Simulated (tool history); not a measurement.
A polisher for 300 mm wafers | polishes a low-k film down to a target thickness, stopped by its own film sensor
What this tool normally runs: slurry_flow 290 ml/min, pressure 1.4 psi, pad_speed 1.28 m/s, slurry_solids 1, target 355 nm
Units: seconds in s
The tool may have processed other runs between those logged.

run   hour  slurry_flow  pressure  pad_speed  slurry_solids  target  wafers since the last listed run  wafers polished on this pad  hours since the slurry nozzle was cleaned  hours since the head pressure was calibrated  hours since the slurry blender was calibrated  hours since the conditioning disc was replaced  incoming thickness of the incoming film, nm  seconds
  1      0          290       1.4       1.28              1     355                                 0                         1613                                      157.8                                         755.8                                           79.3                                           119.6                                        411.1    188.6
  2     27          335       1.7       1.28              1     355                               255                         1868                                      184.8                                         782.8                                          106.3                                           146.6                                        411.3      152
      33.2  -- worn pad replaced by a new one
  3   56.7          335       1.7       1.28              1     355                               243                          222                                      214.5                                         812.5                                            136                                           176.3                                        416.7    169.1
  4   76.4          290       1.4       1.28              1     355                               186                          408                                      234.2                                         832.2                                          155.7                                             196                                          414    202.9
       104  -- slurry nozzle cleaned
  5  109.2          290       1.4       1.28              1     355                               301                          709                                        5.2                                           865                                          188.5                                           228.8                                        406.8    166.5
     119.7  -- slurry blender recalibrated
     141.1  -- head pressure recalibrated
  6  141.6          290       1.4       1.28              1     355                               268                          978                                       37.6                                           0.5                                           21.9                                           261.2                                        406.3    170.2
  7    166          290       1.4       1.28              1     351                               230                         1209                                         62                                          24.9                                           46.3                                           285.6                                        410.8    199.3
  8  182.8          290       1.8       1.28              1     355                               159                         1368                                       78.8                                          41.7                                           63.1                                           302.4                                        407.8    134.6
     257.9  -- worn pad replaced by a new one
     261.2  -- conditioning disc replaced and pad reconditioned
  9  282.4          290       1.4       1.28              1     355                               886                          212                                      178.4                                         141.3                                          162.7                                            21.2                                        406.7    175.1
 10  308.8          290       1.6       1.58            0.8     355                               249                          462                                      204.8                                         167.7                                          189.1                                            47.6                                        415.8    166.2
 11  324.8          290       1.8       1.48            0.8     373                               151                          614                                      220.8                                         183.7                                          205.1                                            63.6                                        408.3     90.1
     340.2  -- slurry blender recalibrated
 12  343.8          290       1.4       1.28              1     370                               160                          775                                      239.8                                         202.7                                            3.6                                            82.6                                        413.1    149.8
 13    370          265       1.6       1.28              1     355                               248                         1023                                        266                                         228.9                                           29.8                                           108.8                                        408.6    161.8
 14  401.4          250       1.4       1.28              1     355                               297                         1320                                      297.4                                         260.3                                           61.2                                           140.2                                        412.9    202.2
 15  419.4          290       1.4       1.28            0.9     347                               170                         1490                                      315.4                                         278.3                                           79.2                                           158.2                                        403.3    203.8
     424.9  -- slurry nozzle cleaned
 16  445.8          390       1.4       1.28              1     367                               240                         1731                                       20.9                                         304.7                                          105.6                                           184.6                                        410.3    141.1
 17  464.8          335       1.4        0.9            0.8     355                               179                         1911                                       39.9                                         323.7                                          124.6                                           203.6                                        409.5    253.9
     473.6  -- worn pad replaced by a new one
 18  494.1          290       1.4       1.28              1     355                               239                          193                                       69.2                                           353                                          153.9                                           232.9                                        416.9    208.9
 19  519.6          290       1.4       1.28              1     355                               241                          435                                       94.7                                         378.5                                          179.4                                           258.4                                        409.1    183.6
 20  544.7          290       1.6       1.28              1     355                               237                          672                                      119.8                                         403.6                                          204.5                                           283.5                                          413    168.4
     568.6  -- slurry blender recalibrated
 21  569.1          360       1.4       1.28              1     368                               212                          884                                      144.2                                           428                                            0.5                                           307.9                                        405.7    125.7
 22  601.5          290       1.1       1.12              1     355                               306                         1191                                      176.6                                         460.4                                           32.9                                           340.3                                          409    251.7
 23    629          290       1.1       1.28           1.25     355                               260                         1451                                      204.1                                         487.9                                           60.4                                           367.8                                        416.6    253.3
 24  642.5          290       1.4       1.28           1.15     364                               127                         1579                                      217.6                                         501.4                                           73.9                                           381.3                                        406.1    134.1
     648.5  -- conditioning disc replaced and pad reconditioned
 25    668          290       1.4       1.28            0.9     355                               222                         1802                                      243.1                                         526.9                                           99.4                                            19.5                                        406.9      184
 26  688.9          290       1.4       1.48           1.15     362                               197                         1999                                        264                                         547.8                                          120.3                                            40.4                                        412.6    147.5

3 options for the next run, each taken on its own from the tool as it stands now. Forecast them:
  A  689.4          290       1.4       1.28              1     355                                 4                         2004                                      264.5                                         548.3                                          120.8                                            40.9                                        409.4        ?
  B  689.4          290       1.4        1.4              1     355                                 4                         2004                                      264.5                                         548.3                                          120.8                                            40.9                                        409.4        ?
  C  689.4          290       1.4       1.28              1     366                                 4                         2004                                      264.5                                         548.3                                          120.8                                            40.9                                        409.4        ?

run  seconds
  A    188.6
  B    175.6
  C    150.5
Without the tool's unlogged condition, the same runs would have read:
run  seconds
  A    180.1
  B    167.6
  C    143.7
